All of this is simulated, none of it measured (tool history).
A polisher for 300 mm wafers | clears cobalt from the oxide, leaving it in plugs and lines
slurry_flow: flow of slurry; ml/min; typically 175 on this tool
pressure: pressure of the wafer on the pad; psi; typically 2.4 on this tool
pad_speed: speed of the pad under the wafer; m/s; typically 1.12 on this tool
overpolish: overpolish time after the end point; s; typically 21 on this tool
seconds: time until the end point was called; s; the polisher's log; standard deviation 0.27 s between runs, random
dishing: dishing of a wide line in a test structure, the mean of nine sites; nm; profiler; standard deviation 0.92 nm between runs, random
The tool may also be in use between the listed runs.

run,day,slurry_flow,pressure,pad_speed,overpolish,"incoming thickness of the incoming film, nm",seconds,dishing
1,0.000,175,2.4,1.12,21,178.2,30.8,53.8
2,0.912,175,2.4,1.12,21,182.1,31.6,52.2
3,3.492,175,2.4,1.12,21,182.7,31.9,53.3
4,4.375,175,2.4,1.12,21,183.1,31.8,53.3
5,5.550,145,2.8,1.12,21,180.7,28.5,54.3
# day 5.888: worn pad replaced by a new one
6,6.408,175,2.4,1.12,21,181.1,31.7,53.2
7,7.579,175,2.4,1.12,21,177.1,31.0,53.1
# day 8.346: slurry nozzle cleaned
8,12.025,175,2.8,1.12,21,183.4,27.5,54.6
9,13.162,175,2.4,1.12,21,179.2,31.2,53.3
# day 13.421: worn pad replaced by a new one
10,13.825,175,2.4,1.12,21,176.4,30.7,51.9
11,15.312,175,2.4,1.12,21,179.7,31.4,53.7
12,15.825,175,2.4,1.12,21,180.2,31.8,52.4
13,17.279,175,2.4,1.34,21,178.3,26.2,56.1
14,17.962,175,2.4,1.34,21,183.2,26.8,56.5
15,19.421,175,2.4,1.34,21,179.7,26.4,55.6
# day 19.854: head pressure recalibrated
16,19.946,175,2.4,1.12,21,182.7,31.9,52.5
17,21.262,175,2.4,1.12,21,180.2,30.9,53.4
# day 21.562: worn pad replaced by a new one
18,22.558,120,1.9,1.12,21,180.0,42.4,46.5
19,23.742,175,2.4,1.12,21,176.8,31.4,52.8
20,24.738,175,2.4,1.12,21,179.7,31.3,53.2
21,25.754,175,2.4,1.12,21,180.3,31.8,52.8
22,26.742,225,2.1,0.90,11,180.6,43.1,31.0
23,27.346,210,1.6,1.34,10,182.1,39.4,31.6
24,28.838,175,2.4,1.12,21,181.3,31.7,52.1
# day 29.596: worn pad replaced by a new one
# day 32.271: slurry nozzle cleaned
25,32.842,215,3.2,1.02,12,180.2,25.3,45.1
26,33.471,175,2.4,1.12,21,177.7,30.6,53.4
27,34.625,215,2.9,1.24,21,180.5,22.8,58.2
28,35.275,230,2.4,1.12,21,178.7,30.0,54.0
29,36.079,205,1.6,1.12,11,176.5,44.5,29.7
30,37.046,155,2.4,1.12,21,180.9,32.3,52.9
31,38.262,215,2.9,1.24,21,180.5,22.8,57.5
# day 38.717: worn pad replaced by a new one
32,39.229,225,2.4,1.12,21,180.9,30.4,52.5
33,40.254,175,1.8,1.12,21,181.8,42.9,48.7
34,40.975,175,2.4,1.12,9,182.4,32.2,33.2

Alternative continuations, all from the tool just after run 34; predict every row:
A,40.992,175,2.4,1.12,30,182.5,?,?
B,40.992,145,2.4,0.78,21,182.5,?,?
C,40.992,175,3.1,1.12,21,182.5,?,?
D,40.992,200,3.2,0.96,18,182.5,?,?
E,40.992,175,2.6,1.12,21,182.5,?,?

run,seconds,dishing
A,31.8,60.2
B,47.2,45.3
C,24.6,58.6
D,27.3,54.0
E,29.3,55.6
With no hidden state in the tool, these same runs would have given:
run,seconds,dishing
A,31.8,60.2
B,47.2,45.3
C,24.6,58.6
D,27.3,54.0
E,29.3,55.6
